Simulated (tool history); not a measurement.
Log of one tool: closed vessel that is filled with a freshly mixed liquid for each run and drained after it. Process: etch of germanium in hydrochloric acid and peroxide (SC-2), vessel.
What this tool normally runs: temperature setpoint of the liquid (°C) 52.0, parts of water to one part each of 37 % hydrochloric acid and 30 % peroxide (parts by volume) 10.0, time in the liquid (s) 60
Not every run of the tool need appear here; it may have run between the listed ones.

| run | hour | temperature setpoint of the liquid (°C) | parts of water to one part each of 37 % hydrochloric acid and 30 % peroxide (parts by volume) | time in the liquid (s) | wafers since the last listed run | hours since the thermometer was replaced | hours since the chemicals flow meter was replaced | hours since the drum of peroxide was connected | hours since the gauge calibration | read-back film thickness of the germanium reference wafer, read on the same gauge (nm) | thickness taken off the germanium on a monitor wafer (angstrom) |
|---|---|---|---|---|---|---|---|---|---|---|---|
| 1 | 0.0 | 52.0 | 10.0 | 60 | 0 | 260.4 | 651.7 | 741.5 | 204.9 | 69.95 | 948.7 |
| 2 | 35.2 | 52.0 | 10.0 | 60 | 3979 | 295.6 | 686.9 | 776.7 | 240.1 | 70.03 | 948.9 |
| 3 | 60.1 | 52.0 | 10.0 | 60 | 2814 | 320.5 | 711.8 | 801.6 | 265.0 | 70.00 | 948.7 |
| 4 | 86.4 | 52.0 | 10.0 | 60 | 2973 | 346.8 | 738.1 | 827.9 | 291.3 | 69.98 | 956.5 |
| 5 | 121.5 | 52.0 | 10.0 | 60 | 3967 | 381.9 | 773.2 | 863.0 | 326.4 | 70.02 | 965.8 |
| 6 | 150.1 | 52.0 | 10.0 | 60 | 3233 | 410.5 | 801.8 | 891.6 | 355.0 | 69.99 | 962.2 |
|  | 170.4 | new drum of peroxide connected |
| 7 | 175.8 | 52.0 | 14.0 | 60 | 2792 | 436.2 | 827.5 | 5.4 | 380.7 | 69.98 | 929.9 |
|  | 187.7 | chemicals flow meter replaced |
|  | 197.4 | thermometer replaced |
| 8 | 211.6 | 52.0 | 11.0 | 60 | 3820 | 14.2 | 23.9 | 41.2 | 416.5 | 69.98 | 901.2 |
| 9 | 226.3 | 43.0 | 11.5 | 75 | 1661 | 28.9 | 38.6 | 55.9 | 431.2 | 69.99 | 841.6 |
| 10 | 238.8 | 52.0 | 10.0 | 60 | 1413 | 41.4 | 51.1 | 68.4 | 443.7 | 69.96 | 933.0 |
|  | 249.2 | gauge calibrated |
| 11 | 267.8 | 52.0 | 10.0 | 60 | 3278 | 70.4 | 80.1 | 97.4 | 18.6 | 70.00 | 921.7 |
| 12 | 280.7 | 48.0 | 7.0 | 60 | 1458 | 83.3 | 93.0 | 110.3 | 31.5 | 69.98 | 847.6 |
| 13 | 312.4 | 56.5 | 5.5 | 45 | 3583 | 115.0 | 124.7 | 142.0 | 63.2 | 70.04 | 834.9 |
| 14 | 377.8 | 52.0 | 12.5 | 60 | 7393 | 180.4 | 190.1 | 207.4 | 128.6 | 70.02 | 907.4 |
| 15 | 397.0 | 52.0 | 11.5 | 60 | 2170 | 199.6 | 209.3 | 226.6 | 147.8 | 69.96 | 931.3 |
| 16 | 416.5 | 48.5 | 13.5 | 90 | 2204 | 219.1 | 228.8 | 246.1 | 167.3 | 69.97 | 1224.7 |

4 options for the next run, each taken on its own from the tool as it stands now. Forecast them:
| A | 417.2 | 52.0 | 10.0 | 30 | 79 | 219.8 | 229.5 | 246.8 | 168.0 | ? | ? |
| B | 417.2 | 44.5 | 8.0 | 60 | 79 | 219.8 | 229.5 | 246.8 | 168.0 | ? | ? |
| C | 417.2 | 46.5 | 7.5 | 40 | 79 | 219.8 | 229.5 | 246.8 | 168.0 | ? | ? |
| D | 417.2 | 43.0 | 14.5 | 60 | 79 | 219.8 | 229.5 | 246.8 | 168.0 | ? | ? |

| run | read-back film thickness of the germanium reference wafer, read on the same gauge (nm) | thickness taken off the germanium on a monitor wafer (angstrom) |
|---|---|---|
| A | 70.00 | 467.4 |
| B | 70.00 | 749.8 |
| C | 70.00 | 535.6 |
| D | 70.00 | 674.0 |
Without the tool's hidden state the same runs would have given:
| run | thickness taken off the germanium on a monitor wafer (angstrom) |
|---|---|
| A | 455.2 |
| B | 728.9 |
| C | 520.8 |
| D | 655.5 |

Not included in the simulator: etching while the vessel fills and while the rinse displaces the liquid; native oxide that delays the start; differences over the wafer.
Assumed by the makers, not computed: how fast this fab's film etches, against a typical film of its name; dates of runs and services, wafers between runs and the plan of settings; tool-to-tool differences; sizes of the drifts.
